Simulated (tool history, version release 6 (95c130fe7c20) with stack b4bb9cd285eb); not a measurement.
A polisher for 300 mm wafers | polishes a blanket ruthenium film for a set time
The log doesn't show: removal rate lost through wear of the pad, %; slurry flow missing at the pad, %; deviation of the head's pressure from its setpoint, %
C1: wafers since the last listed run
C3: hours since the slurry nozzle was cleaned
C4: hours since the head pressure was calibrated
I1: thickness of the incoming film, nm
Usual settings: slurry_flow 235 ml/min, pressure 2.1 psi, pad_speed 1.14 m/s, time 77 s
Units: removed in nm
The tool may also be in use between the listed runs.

Run 1, hour 0: usual settings but slurry_flow 270 ml/min; C1 0; wafers polished on this pad 469; C3 61.7; C4 1065.3; I1 289.4. Result: removed 119 nm.
Run 2, hour 26.5: usual settings but slurry_flow 270 ml/min; C1 206; wafers polished on this pad 676; C3 88.2; C4 1091.8; I1 285.1. Result: removed 116.3 nm.
Run 3, hour 49.9: usual settings; C1 182; wafers polished on this pad 859; C3 111.6; C4 1115.2; I1 294.2. Result: removed 114 nm.
Run 4, hour 72.5: usual settings; C1 176; wafers polished on this pad 1035; C3 134.2; C4 1137.8; I1 291.7. Result: removed 110 nm.
At hour 85: worn pad replaced by a new one.
Run 5, hour 86.2: usual settings; C1 75; wafers polished on this pad 9; C3 147.9; C4 1151.5; I1 284.2. Result: removed 115.9 nm.
Run 6, hour 121.5: usual settings; C1 275; wafers polished on this pad 284; C3 183.2; C4 1186.8; I1 289.7. Result: removed 115.4 nm.
Run 7, hour 149.7: usual settings; C1 220; wafers polished on this pad 504; C3 211.4; C4 1215; I1 286.6. Result: removed 114.5 nm.
Run 8, hour 175.8: usual settings but slurry_flow 265 ml/min; C1 203; wafers polished on this pad 708; C3 237.5; C4 1241.1; I1 287.9. Result: removed 117.2 nm.
Run 9, hour 204.4: usual settings but slurry_flow 265 ml/min; C1 223; wafers polished on this pad 932; C3 266.1; C4 1269.7; I1 290.1. Result: removed 115.3 nm.
Run 10, hour 233.7: usual settings; C1 228; wafers polished on this pad 1160; C3 295.4; C4 1299; I1 294.7. Result: removed 110.2 nm.
At hour 241.3: worn pad replaced by a new one.
Run 11, hour 250.3: usual settings but slurry_flow 280 ml/min, pressure 2.4 psi, pad_speed 0.76 m/s; C1 98; wafers polished on this pad 70; C3 312; C4 1315.6; I1 291.2. Result: removed 95.5 nm.
Run 12, hour 264.3: usual settings but time 96 s; C1 109; wafers polished on this pad 179; C3 326; C4 1329.6; I1 286.1. Result: removed 143.9 nm.
At hour 290: slurry nozzle cleaned.
Run 13, hour 294.3: usual settings; C1 226; wafers polished on this pad 406; C3 4.3; C4 1359.6; I1 295.7. Result: removed 115.7 nm.
Run 14, hour 309.1: usual settings; C1 115; wafers polished on this pad 521; C3 19.1; C4 1374.4; I1 292.2. Result: removed 117.2 nm.
At hour 311.3: head pressure recalibrated.
Run 15, hour 336.3: usual settings but slurry_flow 300 ml/min, pressure 1.6 psi, pad_speed 0.84 m/s, time 53 s; C1 196; wafers polished on this pad 718; C3 46.3; C4 25; I1 286.4. Result: removed 46.5 nm.
Run 16, hour 369: usual settings but pressure 1.7 psi, time 67 s; C1 255; wafers polished on this pad 973; C3 79; C4 57.7; I1 294.1. Result: removed 75.1 nm.
Run 17, hour 392: usual settings but slurry_flow 290 ml/min; C1 179; wafers polished on this pad 1153; C3 102; C4 80.7; I1 290.8. Result: removed 104.3 nm.
Run 18, hour 404.9: usual settings; C1 100; wafers polished on this pad 1254; C3 114.9; C4 93.6; I1 288.6. Result: removed 100.9 nm.
At hour 417: worn pad replaced by a new one.
Run 19, hour 423.4: usual settings but pad_speed 1.44 m/s; C1 113; wafers polished on this pad 49; C3 133.4; C4 112.1; I1 289. Result: removed 129.3 nm.
Run 20, hour 454.2: usual settings but slurry_flow 165 ml/min, pressure 2.5 psi, pad_speed 1.44 m/s, time 67 s; C1 240; wafers polished on this pad 290; C3 164.2; C4 142.9; I1 290.9. Result: removed 121.7 nm.

4 ways to go on from here, each from the tool as it stands after run 20. What would each give?
Run A, hour 454.6: usual settings; C1 3; wafers polished on this pad 293; C3 164.6; C4 143.3; I1 291.9. Result: removed ?.
Run B, hour 454.6: usual settings but pressure 1.6 psi, pad_speed 1.38 m/s; C1 3; wafers polished on this pad 293; C3 164.6; C4 143.3; I1 291.9. Result: removed ?.
Run C, hour 454.6: usual settings but slurry_flow 285 ml/min, pressure 2.4 psi, time 64 s; C1 3; wafers polished on this pad 293; C3 164.6; C4 143.3; I1 291.9. Result: removed ?.
Run D, hour 454.6: usual settings but slurry_flow 265 ml/min, pad_speed 1.32 m/s, time 96 s; C1 3; wafers polished on this pad 293; C3 164.6; C4 143.3; I1 291.9. Result: removed ?.

run  removed
  A    106.5
  B    101.6
  C    100.5
  D    151.9
Without the tool's hidden state the same runs would have given:
run  removed
  A    105.9
  B    101.1
  C     99.9
  D      151
